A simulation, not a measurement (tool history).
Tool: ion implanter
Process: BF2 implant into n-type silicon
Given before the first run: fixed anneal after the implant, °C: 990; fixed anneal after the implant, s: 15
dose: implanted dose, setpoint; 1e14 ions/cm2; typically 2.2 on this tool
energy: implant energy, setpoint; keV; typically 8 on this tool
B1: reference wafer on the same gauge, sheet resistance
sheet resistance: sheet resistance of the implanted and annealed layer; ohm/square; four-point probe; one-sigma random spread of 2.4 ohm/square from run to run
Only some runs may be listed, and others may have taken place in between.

Run 1, hour 0: usual settings; B1 473.33. Result: sheet resistance 562.65 ohm/square.
Run 2, hour 107.4: usual settings; B1 474.12. Result: sheet resistance 559.93 ohm/square.
Run 3, hour 206.5: usual settings but energy 10 keV; B1 474.52. Result: sheet resistance 529.78 ohm/square.
Run 4, hour 311.7: usual settings but energy 10 keV; B1 473.5. Result: sheet resistance 529.34 ohm/square.
Run 5, hour 368.4: usual settings but energy 10 keV; B1 473.81. Result: sheet resistance 533.52 ohm/square.
Run 6, hour 438.6: usual settings but dose 2.54 1e14 ions/cm2, energy 9 keV; B1 473.81. Result: sheet resistance 493.96 ohm/square.
Run 7, hour 474.9: usual settings but energy 6.5 keV; B1 473.8. Result: sheet resistance 606.1 ohm/square.
Run 8, hour 517.6: usual settings but energy 6.5 keV; B1 474.65. Result: sheet resistance 603.05 ohm/square.
Run 9, hour 592.6: usual settings but dose 2.39 1e14 ions/cm2; B1 473.44. Result: sheet resistance 532.28 ohm/square.
Run 10, hour 652.3: usual settings but dose 2.39 1e14 ions/cm2; B1 474.51. Result: sheet resistance 531.04 ohm/square.
Run 11, hour 700.2: usual settings but dose 2.54 1e14 ions/cm2; B1 474.2. Result: sheet resistance 513.32 ohm/square.
Run 12, hour 798.9: usual settings but dose 2.54 1e14 ions/cm2; B1 473.65. Result: sheet resistance 510.74 ohm/square.
Run 13, hour 898.2: usual settings; B1 474.41. Result: sheet resistance 560.9 ohm/square.
Run 14, hour 964.1: usual settings but energy 6 keV; B1 474.55. Result: sheet resistance 621.14 ohm/square.
Run 15, hour 1040.5: usual settings but dose 1.85 1e14 ions/cm2, energy 5.5 keV; B1 474.36. Result: sheet resistance 711.27 ohm/square.
Run 16, hour 1084.6: usual settings but dose 2.41 1e14 ions/cm2, energy 6 keV; B1 474. Result: sheet resistance 584.23 ohm/square.
Run 17, hour 1134.9: usual settings but dose 2.52 1e14 ions/cm2, energy 5.5 keV; B1 473.72. Result: sheet resistance 599.18 ohm/square.
Run 18, hour 1242: usual settings but energy 10.5 keV; B1 473.91. Result: sheet resistance 521.28 ohm/square.
Run 19, hour 1295.7: usual settings; B1 474.33. Result: sheet resistance 566.39 ohm/square.
Run 20, hour 1341.9: usual settings but dose 2.47 1e14 ions/cm2, energy 9 keV; B1 473.77. Result: sheet resistance 496.05 ohm/square.
Run 21, hour 1390.9: usual settings but dose 2.79 1e14 ions/cm2, energy 7 keV; B1 473.91. Result: sheet resistance 509.06 ohm/square.
Run 22, hour 1433.3: usual settings but dose 2.83 1e14 ions/cm2, energy 6.5 keV; B1 474.09. Result: sheet resistance 519.49 ohm/square.
Run 23, hour 1503.1: usual settings but dose 2.83 1e14 ions/cm2, energy 6 keV; B1 474.11. Result: sheet resistance 536.46 ohm/square.
Run 24, hour 1553.4: usual settings but dose 2.46 1e14 ions/cm2, energy 6 keV; B1 473.45. Result: sheet resistance 583.3 ohm/square.
Run 25, hour 1641.2: usual settings but dose 2.42 1e14 ions/cm2, energy 9.5 keV; B1 474.4. Result: sheet resistance 498.56 ohm/square.
Run 26, hour 1702.9: usual settings; B1 473.5. Result: sheet resistance 561.86 ohm/square.
Run 27, hour 1783.4: usual settings but dose 2.83 1e14 ions/cm2; B1 473.92. Result: sheet resistance 477.78 ohm/square.
Run 28, hour 1819.8: usual settings but dose 2.51 1e14 ions/cm2, energy 5.5 keV; B1 473.9. Result: sheet resistance 597.93 ohm/square.
Run 29, hour 1883.3: usual settings but dose 1.64 1e14 ions/cm2, energy 9 keV; B1 473.93. Result: sheet resistance 676.83 ohm/square.
Run 30, hour 1951.2: usual settings but dose 2.73 1e14 ions/cm2; B1 473.67. Result: sheet resistance 488.89 ohm/square.
Run 31, hour 2248: usual settings but dose 1.62 1e14 ions/cm2; B1 474.13. Result: sheet resistance 701.98 ohm/square.
Run 32, hour 2330.1: usual settings but dose 2.5 1e14 ions/cm2, energy 7 keV; B1 473.59. Result: sheet resistance 543.54 ohm/square.
Run 33, hour 2370.8: usual settings but dose 2.46 1e14 ions/cm2, energy 5.5 keV; B1 474.16. Result: sheet resistance 604.75 ohm/square.
Run 34, hour 2422.8: usual settings but dose 2.78 1e14 ions/cm2; B1 474.04. Result: sheet resistance 486.29 ohm/square.
Run 35, hour 2514.9: usual settings; B1 474.68. Result: sheet resistance 563.44 ohm/square.
Run 36, hour 2583.5: usual settings; B1 473.81. Result: sheet resistance 566.23 ohm/square.

Withheld: 3 entries from between the runs. Position of each, and hidden state at the listed run before versus the listed run after:
After run 11, before run 12: gauge calibrated (hour 756.4)
  no hidden state differs between the two runs
After run 17, before run 18: Faraday cup replaced and dose calibrated (hour 1241.5)
  no hidden state differs between the two runs
After run 19, before run 20: extraction supply calibrated (hour 1339.5)
  no hidden state differs between the two runs

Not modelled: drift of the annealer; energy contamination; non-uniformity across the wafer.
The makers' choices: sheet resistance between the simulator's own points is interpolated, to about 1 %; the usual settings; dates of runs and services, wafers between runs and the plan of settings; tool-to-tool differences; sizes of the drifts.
